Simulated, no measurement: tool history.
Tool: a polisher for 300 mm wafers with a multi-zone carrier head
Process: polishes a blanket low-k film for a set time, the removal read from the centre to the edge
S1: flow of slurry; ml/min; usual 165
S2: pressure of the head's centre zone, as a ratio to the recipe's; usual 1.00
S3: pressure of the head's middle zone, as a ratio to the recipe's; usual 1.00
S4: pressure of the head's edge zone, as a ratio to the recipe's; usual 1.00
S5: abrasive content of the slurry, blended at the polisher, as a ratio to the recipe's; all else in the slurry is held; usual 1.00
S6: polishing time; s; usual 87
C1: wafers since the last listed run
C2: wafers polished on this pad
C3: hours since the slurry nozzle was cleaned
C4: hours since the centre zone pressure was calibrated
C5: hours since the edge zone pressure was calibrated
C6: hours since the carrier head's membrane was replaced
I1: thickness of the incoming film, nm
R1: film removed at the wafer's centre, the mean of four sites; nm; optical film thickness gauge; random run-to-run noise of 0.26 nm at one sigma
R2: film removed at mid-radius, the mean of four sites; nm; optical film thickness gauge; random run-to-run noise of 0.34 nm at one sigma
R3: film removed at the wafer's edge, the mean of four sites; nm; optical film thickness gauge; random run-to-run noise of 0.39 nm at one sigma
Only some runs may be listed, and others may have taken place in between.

Run 1, hour 0.0: usual settings but S6 64 s; C1 0; C2 898; C3 148.6; C4 74.8; C5 54.5; C6 699.5; I1 708.0. Result: R1 28.0 nm, R2 28.1 nm, R3 28.2 nm.
Run 2, hour 12.1: usual settings; C1 153; C2 1051; C3 160.7; C4 86.9; C5 66.6; C6 711.6; I1 714.6. Result: R1 38.3 nm, R2 37.9 nm, R3 38.3 nm.
Run 3, hour 32.2: usual settings but S3 1.06, S4 1.06, S5 0.75, S6 64 s; C1 254; C2 1305; C3 180.8; C4 107.0; C5 86.7; C6 731.7; I1 713.4. Result: R1 24.4 nm, R2 25.5 nm, R3 24.8 nm.
Run 4, hour 46.1: usual settings but S1 145 ml/min; C1 175; C2 1481; C3 194.7; C4 120.9; C5 100.6; C6 745.6; I1 721.8. Result: R1 37.3 nm, R2 36.4 nm, R3 37.5 nm.
Run 5, hour 60.7: usual settings but S5 0.75; C1 184; C2 1666; C3 209.3; C4 135.5; C5 115.2; C6 760.2; I1 697.0. Result: R1 33.1 nm, R2 33.3 nm, R3 32.8 nm.
At hour 79.2: slurry nozzle cleaned.
Run 6, hour 81.2: usual settings but S3 1.08, S4 0.95; C1 246; C2 1913; C3 2.0; C4 156.0; C5 135.7; C6 780.7; I1 714.4. Result: R1 39.1 nm, R2 41.4 nm, R3 37.7 nm.
Run 7, hour 95.3: usual settings but S1 185 ml/min; C1 178; C2 2091; C3 16.1; C4 170.1; C5 149.8; C6 794.8; I1 713.0. Result: R1 39.4 nm, R2 39.1 nm, R3 38.9 nm.
Run 8, hour 127.1: usual settings but S1 205 ml/min; C1 402; C2 2494; C3 47.9; C4 201.9; C5 181.6; C6 826.6; I1 721.8. Result: R1 39.8 nm, R2 39.3 nm, R3 39.8 nm.
At hour 145.3: worn pad replaced by a new one.
Run 9, hour 151.9: usual settings but S6 68 s; C1 263; C2 84; C3 72.7; C4 226.7; C5 206.4; C6 851.4; I1 719.4. Result: R1 29.8 nm, R2 29.3 nm, R3 30.5 nm.
Run 10, hour 164.5: usual settings; C1 159; C2 243; C3 85.3; C4 239.3; C5 219.0; C6 864.0; I1 718.0. Result: R1 38.5 nm, R2 37.6 nm, R3 38.3 nm.
Run 11, hour 191.8: usual settings but S3 1.12; C1 345; C2 589; C3 112.6; C4 266.6; C5 246.3; C6 891.3; I1 710.2. Result: R1 38.4 nm, R2 40.8 nm, R3 38.1 nm.
At hour 205.2: carrier head's membrane replaced by a new one.
Run 12, hour 216.8: usual settings but S6 104 s; C1 253; C2 842; C3 137.6; C4 291.6; C5 271.3; C6 11.6; I1 722.7. Result: R1 45.8 nm, R2 44.9 nm, R3 45.4 nm.
Run 13, hour 242.1: usual settings but S4 1.09, S5 0.75, S6 115 s; C1 320; C2 1162; C3 162.9; C4 316.9; C5 296.6; C6 36.9; I1 709.1. Result: R1 43.5 nm, R2 43.2 nm, R3 45.5 nm.
Run 14, hour 264.3: usual settings but S4 1.06; C1 281; C2 1443; C3 185.1; C4 339.1; C5 318.8; C6 59.1; I1 710.2. Result: R1 38.0 nm, R2 37.7 nm, R3 39.4 nm.
Run 15, hour 282.0: usual settings but S1 190 ml/min, S3 1.11; C1 224; C2 1667; C3 202.8; C4 356.8; C5 336.5; C6 76.8; I1 710.2. Result: R1 38.8 nm, R2 41.4 nm, R3 38.4 nm.
Run 16, hour 298.6: usual settings but S1 140 ml/min; C1 210; C2 1878; C3 219.4; C4 373.4; C5 353.1; C6 93.4; I1 697.4. Result: R1 36.2 nm, R2 36.4 nm, R3 37.2 nm.
At hour 324.2: slurry nozzle cleaned.
At hour 331.9: worn pad replaced by a new one.
Run 17, hour 332.4: usual settings but S4 0.96, S6 62 s; C1 364; C2 5; C3 8.2; C4 407.2; C5 386.9; C6 127.2; I1 711.4. Result: R1 27.5 nm, R2 27.5 nm, R3 27.1 nm.
Run 18, hour 351.1: usual settings but S4 1.12, S5 0.90; C1 236; C2 242; C3 26.9; C4 425.9; C5 405.6; C6 145.9; I1 711.2. Result: R1 37.2 nm, R2 36.3 nm, R3 39.1 nm.
Run 19, hour 372.8: usual settings; C1 274; C2 517; C3 48.6; C4 447.6; C5 427.3; C6 167.6; I1 696.7. Result: R1 38.1 nm, R2 38.1 nm, R3 38.4 nm.
Run 20, hour 399.1: usual settings but S1 180 ml/min, S4 0.92, S6 69 s; C1 332; C2 850; C3 74.9; C4 473.9; C5 453.6; C6 193.9; I1 712.5. Result: R1 30.7 nm, R2 30.3 nm, R3 29.7 nm.
Run 21, hour 428.3: usual settings but S2 0.94, S5 0.85; C1 369; C2 1219; C3 104.1; C4 503.1; C5 482.8; C6 223.1; I1 706.7. Result: R1 33.4 nm, R2 34.8 nm, R3 35.4 nm.
Run 22, hour 447.5: usual settings but S2 0.93, S3 0.90, S4 1.10, S5 1.30; C1 243; C2 1463; C3 123.3; C4 522.3; C5 502.0; C6 242.3; I1 717.8. Result: R1 39.6 nm, R2 38.7 nm, R3 44.8 nm.

Predict each of these 4 candidate next runs independently; none follows another, all start after run 22:
Run A, hour 447.9: usual settings but S2 0.93; C1 5; C2 1468; C3 123.7; C4 522.7; C5 502.4; C6 242.7; I1 708.8. Result: R1 ?, R2 ?, R3 ?.
Run B, hour 447.9: usual settings but S3 1.08, S6 115 s; C1 5; C2 1468; C3 123.7; C4 522.7; C5 502.4; C6 242.7; I1 708.8. Result: R1 ?, R2 ?, R3 ?.
Run C, hour 447.9: usual settings but S2 1.05, S3 1.07, S4 1.10, S6 57 s; C1 5; C2 1468; C3 123.7; C4 522.7; C5 502.4; C6 242.7; I1 708.8. Result: R1 ?, R2 ?, R3 ?.
Run D, hour 447.9: usual settings but S1 190 ml/min, S2 1.08, S6 96 s; C1 5; C2 1468; C3 123.7; C4 522.7; C5 502.4; C6 242.7; I1 708.8. Result: R1 ?, R2 ?, R3 ?.

run    R1    R2    R3
  A  35.5  37.9  38.5
  B  50.5  53.4  50.8
  C  26.3  26.3  26.4
  D  46.6  42.6  43.0
With no hidden state in the tool, these same runs would have given:
run    R1    R2    R3
  A  36.5  38.9  39.2
  B  52.0  54.9  51.7
  C  27.1  27.0  26.9
  D  47.8  43.6  43.8

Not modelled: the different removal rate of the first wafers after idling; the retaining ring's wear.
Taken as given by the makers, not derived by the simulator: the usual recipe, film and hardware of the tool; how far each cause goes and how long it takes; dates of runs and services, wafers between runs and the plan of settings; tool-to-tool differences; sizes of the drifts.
